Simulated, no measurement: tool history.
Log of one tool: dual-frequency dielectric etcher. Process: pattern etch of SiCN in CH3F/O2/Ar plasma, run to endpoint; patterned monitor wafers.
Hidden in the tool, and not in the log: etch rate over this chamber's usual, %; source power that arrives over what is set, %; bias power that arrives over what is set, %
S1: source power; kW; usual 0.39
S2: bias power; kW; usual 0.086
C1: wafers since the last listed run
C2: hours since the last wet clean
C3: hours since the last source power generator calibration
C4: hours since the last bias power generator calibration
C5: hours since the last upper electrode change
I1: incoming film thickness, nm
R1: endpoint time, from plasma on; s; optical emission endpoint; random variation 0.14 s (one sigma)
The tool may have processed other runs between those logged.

run,day,S1,S2,C1,C2,C3,C4,C5,I1,R1
1,0,0.39,0.086,0,185.6,3414.2,2269.2,4899.6,8.89,22.6
2,0.771,0.39,0.086,243,204.1,3432.7,2287.7,4918.1,8.93,22.7
3,2.262,0.39,0.086,470,239.9,3468.5,2323.5,4953.9,8.84,22.4
4,2.888,0.39,0.086,197,254.9,3483.5,2338.5,4968.9,8.92,22.5
5,3.658,0.39,0.086,243,273.4,3502,2357,4987.4,8.9,22.3
6,4.175,0.39,0.086,163,285.8,3514.4,2369.4,4999.8,8.98,23
7,5.592,0.39,0.086,447,319.8,3548.4,2403.4,5033.8,8.84,22.4
8,6.542,0.39,0.086,299,342.6,3571.2,2426.2,5056.6,8.88,22.6
9,7.267,0.36,0.07,228,360,3588.6,2443.6,5074,8.83,26.5
10,8.288,0.36,0.07,322,384.5,3613.1,2468.1,5098.5,8.94,26.6
11,9.083,0.39,0.086,251,403.6,3632.2,2487.2,5117.6,8.99,22.6
12,9.95,0.39,0.086,273,424.4,3653,2508,5138.4,8.81,22.2
13,10.479,0.39,0.086,167,437.1,3665.7,2520.7,5151.1,8.77,22.3
# day 11.729: upper electrode replaced
14,13.725,0.46,0.07,708,515,3743.6,2598.6,47.9,9.02,23.3
15,15.088,0.45,0.106,430,547.7,3776.3,2631.3,80.6,8.91,18.9
# day 17.175: wet clean of the chamber
16,17.196,0.49,0.104,349,0.5,3826.9,2681.9,131.2,8.92,18.3
17,17.492,0.39,0.086,93,7.6,3834,2689,138.3,8.93,22.9
18,17.992,0.39,0.086,157,19.6,3846,2701,150.3,8.85,22.5
# day 18.921: bias power generator calibrated
19,19.35,0.46,0.086,376,52.2,3878.6,10.3,182.9,8.89,20.6
20,20.183,0.32,0.076,263,72.2,3898.6,30.3,202.9,8.85,26.7
# day 20.496: source power generator calibrated
21,21.283,0.45,0.071,294,98.6,18.9,56.7,229.3,8.8,22.5
22,21.825,0.44,0.075,170,111.6,31.9,69.7,242.3,8.9,22.8
23,23.175,0.43,0.103,426,144,64.3,102.1,274.7,8.89,19.4
24,24.267,0.49,0.102,344,170.2,90.5,128.3,300.9,8.82,18.2
25,25.083,0.29,0.086,257,189.8,110.1,147.9,320.5,8.94,27.1
26,26.138,0.48,0.093,332,215.1,135.4,173.2,345.8,8.84,19.2
27,27.454,0.39,0.086,415,246.7,167,204.8,377.4,8.89,22.5

Below are 3 alternative next runs, each starting from the tool's condition after run 27. Predict each:
A,27.471,0.39,0.086,5,247.1,167.4,205.2,377.8,8.92,?
B,27.471,0.3,0.068,5,247.1,167.4,205.2,377.8,8.92,?
C,27.471,0.49,0.066,5,247.1,167.4,205.2,377.8,8.92,?

run,R1
A,22.6
B,30.2
C,22.9
The same runs, with their run-to-run variation unchanged, on a tool lacking any hidden condition would have given:
run,R1
A,22.6
B,30.2
C,22.9
